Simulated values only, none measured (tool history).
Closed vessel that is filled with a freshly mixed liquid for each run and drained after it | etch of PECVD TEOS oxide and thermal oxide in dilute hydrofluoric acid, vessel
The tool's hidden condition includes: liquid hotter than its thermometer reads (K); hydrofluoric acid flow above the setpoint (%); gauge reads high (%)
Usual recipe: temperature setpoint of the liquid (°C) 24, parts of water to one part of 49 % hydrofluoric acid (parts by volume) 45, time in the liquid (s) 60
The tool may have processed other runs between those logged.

run,hour,temperature setpoint of the liquid (°C),parts of water to one part of 49 % hydrofluoric acid (parts by volume),time in the liquid (s),wafers since the last listed run,hours since the thermometer was replaced,hours since the hydrofluoric acid flow meter was replaced,hours since the gauge calibration,"read-back film thickness of the PECVD TEOS oxide reference wafer, read on the same gauge (nm)","read-back film thickness of the thermal oxide reference wafer, read on the same gauge (nm)",thickness taken off the PECVD TEOS oxide on a monitor wafer (Å),thickness taken off the thermal oxide on a monitor wafer (Å)
1,0,24,35,35,0,1949.6,1263.5,76.1,100,109.98,91.7,56.8
2,28.3,24,35,35,4189,1977.9,1291.8,104.4,100,110.02,91.6,56.5
3,54.2,24,45,60,3834,2003.8,1317.7,130.3,100.03,110.01,120.7,75.1
4,106.7,24,45,60,7772,2056.3,1370.2,182.8,100,109.98,121.3,74.7
5,153.5,24,45,60,6928,2103.1,1417,229.6,100,109.99,122,74.6
6,186.9,24,55,60,4944,2136.5,1450.4,263,100.01,110,97.7,60.4
7,246.2,24,55,60,8778,2195.8,1509.7,322.3,99.99,110.03,97.6,60.4
8,281.4,24,55,60,5211,2231,1544.9,357.5,99.99,110.01,98.1,60.2
9,345.5,22,60,80,9489,2295.1,1609,421.6,99.99,110.01,110.1,67.5
10,379.2,27,45,60,4989,2328.8,1642.7,455.3,100,109.97,136.9,85.4
11,488.2,22,65,45,16136,2437.8,1751.7,564.3,100.02,109.98,57.1,35.1
# hour 509.6: thermometer replaced
12,555.5,28.5,40,90,9815,45.9,1819,631.6,100.04,110.02,250.3,154.3
13,585.2,27,50,60,4396,75.6,1848.7,661.3,100,110.01,121.5,76.5
14,629,24,45,60,6484,119.4,1892.5,705.1,100,109.97,121.5,75.2
# hour 636.7: hydrofluoric acid flow meter replaced
15,668.2,26,45,60,5655,158.6,31.5,744.3,100.02,110.01,127.7,78.6
16,736.2,24,45,75,10066,226.6,99.5,812.3,99.99,110.02,148.1,90.9
17,791.7,24,45,60,8216,282.1,155,867.8,100.02,110.05,118.1,73
18,830.4,24,45,60,5729,320.8,193.7,906.5,100.02,109.99,117.1,73.1
# hour 894.8: gauge calibrated
19,898.3,24,45,60,10052,388.7,261.6,3.5,100,109.98,118.6,73.8
20,938.1,21,50,45,5892,428.5,301.4,43.3,100.01,110.02,69.3,43.6
21,1005.9,24,45,60,10037,496.3,369.2,111.1,99.98,110.03,118.3,72.8
22,1040.6,22,40,30,5137,531,403.9,145.8,100.02,109.99,61.6,38
23,1080.9,21,30,45,5966,571.3,444.2,186.1,100,110.03,119.5,74.5
24,1129.9,26,55,80,7254,620.3,493.2,235.1,100.02,110.02,137.1,86.4
25,1160.3,20.5,45,30,4500,650.7,523.6,265.5,99.99,110.01,51.6,31.8
26,1202.6,24,45,60,6262,693,565.9,307.8,99.99,110.04,118.5,73.8
27,1247.4,24,60,70,6632,737.8,610.7,352.6,100,109.96,102.5,62.9

3 ways to go on from here, each from the tool as it stands after run 27. What would each give?
A,1248.1,24,45,60,103,738.5,611.4,353.3,?,?,?,?
B,1248.1,27,45,75,103,738.5,611.4,353.3,?,?,?,?
C,1248.1,24,35,60,103,738.5,611.4,353.3,?,?,?,?

run,"read-back film thickness of the PECVD TEOS oxide reference wafer, read on the same gauge (nm)","read-back film thickness of the thermal oxide reference wafer, read on the same gauge (nm)",thickness taken off the PECVD TEOS oxide on a monitor wafer (Å),thickness taken off the thermal oxide on a monitor wafer (Å)
A,99.99,109.99,119.2,74.1
B,99.99,109.99,168.5,104.6
C,99.99,109.99,155.4,96.5
Without the tool's hidden state the same runs would have given:
run,thickness taken off the PECVD TEOS oxide on a monitor wafer (Å),thickness taken off the thermal oxide on a monitor wafer (Å)
A,117.8,73.2
B,166.5,103.4
C,153.5,95.4
